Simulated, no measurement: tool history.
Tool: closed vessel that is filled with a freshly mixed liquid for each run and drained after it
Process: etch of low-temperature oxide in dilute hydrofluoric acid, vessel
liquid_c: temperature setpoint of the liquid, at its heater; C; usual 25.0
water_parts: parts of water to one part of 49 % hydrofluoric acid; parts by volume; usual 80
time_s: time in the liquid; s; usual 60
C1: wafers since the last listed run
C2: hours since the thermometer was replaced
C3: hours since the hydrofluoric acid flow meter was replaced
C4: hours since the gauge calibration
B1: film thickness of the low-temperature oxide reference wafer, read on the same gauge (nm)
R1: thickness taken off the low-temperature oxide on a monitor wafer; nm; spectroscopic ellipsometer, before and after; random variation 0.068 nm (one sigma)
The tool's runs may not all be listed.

{"run": 1, "hour": 0.0, "liquid_c": 27.0, "water_parts": 80, "time_s": 60, "C1": 0, "C2": 1288.1, "C3": 1890.3, "C4": 277.9, "B1": 90.04, "R1": 20.36}
{"run": 2, "hour": 6.7, "liquid_c": 25.0, "water_parts": 80, "time_s": 80, "C1": 422, "C2": 1294.8, "C3": 1897.0, "C4": 284.6, "B1": 90.03, "R1": 25.19}
{"run": 3, "hour": 14.3, "liquid_c": 25.0, "water_parts": 80, "time_s": 80, "C1": 479, "C2": 1302.4, "C3": 1904.6, "C4": 292.2, "B1": 90.0, "R1": 25.12}
{"run": 4, "hour": 29.4, "liquid_c": 22.0, "water_parts": 80, "time_s": 50, "C1": 952, "C2": 1317.5, "C3": 1919.7, "C4": 307.3, "B1": 90.02, "R1": 13.95}
{"run": 5, "hour": 39.3, "liquid_c": 25.0, "water_parts": 105, "time_s": 50, "C1": 624, "C2": 1327.4, "C3": 1929.6, "C4": 317.2, "B1": 89.98, "R1": 11.6}
{"run": 6, "hour": 50.7, "liquid_c": 25.0, "water_parts": 95, "time_s": 40, "C1": 718, "C2": 1338.8, "C3": 1941.0, "C4": 328.6, "B1": 89.99, "R1": 10.35}
{"run": 7, "hour": 58.5, "liquid_c": 25.0, "water_parts": 55, "time_s": 60, "C1": 491, "C2": 1346.6, "C3": 1948.8, "C4": 336.4, "B1": 90.01, "R1": 28.27}
{"run": 8, "hour": 73.6, "liquid_c": 25.0, "water_parts": 55, "time_s": 60, "C1": 952, "C2": 1361.7, "C3": 1963.9, "C4": 351.5, "B1": 90.01, "R1": 28.21}
{"run": 9, "hour": 80.4, "liquid_c": 25.0, "water_parts": 55, "time_s": 60, "C1": 428, "C2": 1368.5, "C3": 1970.7, "C4": 358.3, "B1": 90.0, "R1": 28.04}
{"run": 10, "hour": 91.6, "liquid_c": 25.0, "water_parts": 80, "time_s": 60, "C1": 706, "C2": 1379.7, "C3": 1981.9, "C4": 369.5, "B1": 90.0, "R1": 18.81}
{"run": 11, "hour": 107.2, "liquid_c": 28.0, "water_parts": 80, "time_s": 60, "C1": 983, "C2": 1395.3, "C3": 1997.5, "C4": 385.1, "B1": 89.99, "R1": 21.06}
{"run": 12, "hour": 120.5, "liquid_c": 28.0, "water_parts": 80, "time_s": 60, "C1": 838, "C2": 1408.6, "C3": 2010.8, "C4": 398.4, "B1": 89.99, "R1": 21.11}
{"hour": 132.9, "done": "thermometer replaced"}
{"run": 13, "hour": 137.9, "liquid_c": 28.0, "water_parts": 80, "time_s": 60, "C1": 1034, "C2": 5.0, "C3": 2028.2, "C4": 415.8, "B1": 90.0, "R1": 22.99}
{"run": 14, "hour": 148.4, "liquid_c": 26.5, "water_parts": 110, "time_s": 60, "C1": 662, "C2": 15.5, "C3": 2038.7, "C4": 426.3, "B1": 89.98, "R1": 15.07}
{"run": 15, "hour": 157.9, "liquid_c": 26.5, "water_parts": 110, "time_s": 85, "C1": 599, "C2": 25.0, "C3": 2048.2, "C4": 435.8, "B1": 90.0, "R1": 21.25}
{"run": 16, "hour": 166.9, "liquid_c": 29.0, "water_parts": 80, "time_s": 60, "C1": 567, "C2": 34.0, "C3": 2057.2, "C4": 444.8, "B1": 89.96, "R1": 23.7}
{"run": 17, "hour": 179.2, "liquid_c": 29.0, "water_parts": 80, "time_s": 80, "C1": 775, "C2": 46.3, "C3": 2069.5, "C4": 457.1, "B1": 90.03, "R1": 31.58}
{"hour": 188.5, "done": "hydrofluoric acid flow meter replaced"}
{"hour": 193.1, "done": "gauge calibrated"}
{"run": 18, "hour": 196.1, "liquid_c": 25.0, "water_parts": 80, "time_s": 60, "C1": 1002, "C2": 63.2, "C3": 7.6, "C4": 3.0, "B1": 90.0, "R1": 20.15}
{"run": 19, "hour": 208.5, "liquid_c": 25.0, "water_parts": 80, "time_s": 60, "C1": 781, "C2": 75.6, "C3": 20.0, "C4": 15.4, "B1": 89.96, "R1": 20.33}
{"run": 20, "hour": 216.3, "liquid_c": 27.5, "water_parts": 100, "time_s": 60, "C1": 491, "C2": 83.4, "C3": 27.8, "C4": 23.2, "B1": 90.01, "R1": 17.4}
{"run": 21, "hour": 250.8, "liquid_c": 25.0, "water_parts": 80, "time_s": 60, "C1": 2175, "C2": 117.9, "C3": 62.3, "C4": 57.7, "B1": 89.97, "R1": 20.17}
{"run": 22, "hour": 263.1, "liquid_c": 21.0, "water_parts": 95, "time_s": 80, "C1": 775, "C2": 130.2, "C3": 74.6, "C4": 70.0, "B1": 90.01, "R1": 18.96}
{"run": 23, "hour": 279.1, "liquid_c": 25.0, "water_parts": 80, "time_s": 60, "C1": 1009, "C2": 146.2, "C3": 90.6, "C4": 86.0, "B1": 89.96, "R1": 20.05}
{"run": 24, "hour": 295.2, "liquid_c": 23.0, "water_parts": 60, "time_s": 80, "C1": 1015, "C2": 162.3, "C3": 106.7, "C4": 102.1, "B1": 90.0, "R1": 33.86}
{"run": 25, "hour": 309.4, "liquid_c": 25.0, "water_parts": 80, "time_s": 60, "C1": 895, "C2": 176.5, "C3": 120.9, "C4": 116.3, "B1": 89.97, "R1": 20.15}
{"run": 26, "hour": 315.8, "liquid_c": 29.5, "water_parts": 40, "time_s": 95, "C1": 403, "C2": 182.9, "C3": 127.3, "C4": 122.7, "B1": 89.98, "R1": 80.63}
{"run": 27, "hour": 328.7, "liquid_c": 20.0, "water_parts": 80, "time_s": 60, "C1": 813, "C2": 195.8, "C3": 140.2, "C4": 135.6, "B1": 89.98, "R1": 16.44}
{"run": 28, "hour": 336.6, "liquid_c": 21.0, "water_parts": 55, "time_s": 70, "C1": 498, "C2": 203.7, "C3": 148.1, "C4": 143.5, "B1": 90.01, "R1": 29.62}
{"run": 29, "hour": 348.6, "liquid_c": 21.5, "water_parts": 95, "time_s": 45, "C1": 756, "C2": 215.7, "C3": 160.1, "C4": 155.5, "B1": 89.99, "R1": 10.79}
{"run": 30, "hour": 357.4, "liquid_c": 25.0, "water_parts": 80, "time_s": 70, "C1": 554, "C2": 224.5, "C3": 168.9, "C4": 164.3, "B1": 90.01, "R1": 23.42}

The next listed run, before its measurement:
{"run": 31, "hour": 366.6, "liquid_c": 20.5, "water_parts": 80, "time_s": 60, "C1": 580, "C2": 233.7, "C3": 178.1, "C4": 173.5, "B1": "?", "R1": "?"}

B1: 90.01
R1: 16.67 nm
Without the tool's hidden state the same run would have given R1 17.11 nm.

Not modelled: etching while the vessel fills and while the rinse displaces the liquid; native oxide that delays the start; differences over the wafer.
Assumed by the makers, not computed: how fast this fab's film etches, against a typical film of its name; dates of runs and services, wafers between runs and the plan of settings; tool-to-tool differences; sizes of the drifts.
